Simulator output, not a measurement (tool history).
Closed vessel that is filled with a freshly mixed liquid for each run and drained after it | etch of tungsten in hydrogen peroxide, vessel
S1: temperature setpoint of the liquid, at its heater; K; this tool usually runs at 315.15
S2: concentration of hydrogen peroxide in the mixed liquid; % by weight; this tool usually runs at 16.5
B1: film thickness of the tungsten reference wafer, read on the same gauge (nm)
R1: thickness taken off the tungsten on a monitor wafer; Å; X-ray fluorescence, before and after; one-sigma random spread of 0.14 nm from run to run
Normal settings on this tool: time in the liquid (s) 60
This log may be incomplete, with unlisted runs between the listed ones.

run 1 day=0 | S1=310.65 S2=16.5 time_in_the_liquid_(s)=60 | B1=50.02 | R1=201.7
run 2 day=0.575 | S1=310.65 S2=16.5 time_in_the_liquid_(s)=60 | B1=50.03 | R1=199.4
run 3 day=0.846 | S1=310.65 S2=16.5 time_in_the_liquid_(s)=60 | B1=50.02 | R1=200.1
run 4 day=1.188 | S1=315.15 S2=16.5 time_in_the_liquid_(s)=60 | B1=50 | R1=270.3
run 5 day=1.692 | S1=315.15 S2=16.5 time_in_the_liquid_(s)=60 | B1=50.03 | R1=269
run 6 day=2.338 | S1=315.15 S2=16.5 time_in_the_liquid_(s)=60 | B1=50.01 | R1=267.6
run 7 day=2.825 | S1=315.15 S2=16.5 time_in_the_liquid_(s)=60 | B1=49.98 | R1=266.2
run 8 day=3.567 | S1=322.15 S2=16.5 time_in_the_liquid_(s)=60 | B1=49.98 | R1=419.7
-- day=4.038 thermometer replaced
run 9 day=4.112 | S1=322.15 S2=16.5 time_in_the_liquid_(s)=60 | B1=49.97 | R1=415.8
run 10 day=4.396 | S1=315.15 S2=13 time_in_the_liquid_(s)=40 | B1=49.99 | R1=160.4
run 11 day=5.108 | S1=315.15 S2=13 time_in_the_liquid_(s)=40 | B1=49.99 | R1=159
run 12 day=5.612 | S1=315.15 S2=16.5 time_in_the_liquid_(s)=60 | B1=50 | R1=268.4
run 13 day=6.325 | S1=324.65 S2=16.5 time_in_the_liquid_(s)=45 | B1=50.02 | R1=363.6
run 14 day=6.9 | S1=315.15 S2=16.5 time_in_the_liquid_(s)=60 | B1=49.99 | R1=267.5
-- day=7.104 peroxide flow meter replaced
run 15 day=7.621 | S1=315.15 S2=16.5 time_in_the_liquid_(s)=60 | B1=50.02 | R1=267.6
run 16 day=8.138 | S1=319.15 S2=12 time_in_the_liquid_(s)=80 | B1=49.98 | R1=394
run 17 day=8.525 | S1=306.15 S2=13 time_in_the_liquid_(s)=70 | B1=50.01 | R1=154
-- day=9.108 gauge calibrated
run 18 day=9.142 | S1=312.65 S2=16.5 time_in_the_liquid_(s)=40 | B1=49.96 | R1=153
run 19 day=9.846 | S1=315.15 S2=16.5 time_in_the_liquid_(s)=60 | B1=50 | R1=267.3
run 20 day=10.438 | S1=310.15 S2=16.5 time_in_the_liquid_(s)=60 | B1=49.97 | R1=192.2
run 21 day=11.058 | S1=315.15 S2=16.5 time_in_the_liquid_(s)=60 | B1=49.97 | R1=267.7
-- day=11.317 new drum of peroxide connected
run 22 day=11.579 | S1=315.15 S2=16.5 time_in_the_liquid_(s)=85 | B1=50 | R1=377.7
run 23 day=12.054 | S1=320.65 S2=12.5 time_in_the_liquid_(s)=45 | B1=50.03 | R1=248.3
run 24 day=12.65 | S1=315.15 S2=16.5 time_in_the_liquid_(s)=90 | B1=50 | R1=402.6
run 25 day=13.279 | S1=306.65 S2=20 time_in_the_liquid_(s)=60 | B1=49.99 | R1=169.8
run 26 day=14.412 | S1=315.15 S2=16.5 time_in_the_liquid_(s)=60 | B1=50.01 | R1=267.8
run 27 day=15.138 | S1=308.65 S2=16.5 time_in_the_liquid_(s)=60 | B1=49.97 | R1=174.9
run 28 day=15.792 | S1=315.15 S2=16.5 time_in_the_liquid_(s)=60 | B1=50.01 | R1=267.6
run 29 day=16.504 | S1=310.15 S2=14.5 time_in_the_liquid_(s)=40 | B1=50.03 | R1=119.9
run 30 day=16.962 | S1=315.15 S2=16.5 time_in_the_liquid_(s)=75 | B1=50 | R1=334.6

The tool's hidden state at each run:
liquid hotter than its thermometer reads (K): 0 on each run
peroxide flow below the setpoint (%): 0 on each run
peroxide weaker than its label (%): 0 on each run
gauge reads high (%): 0 on each run
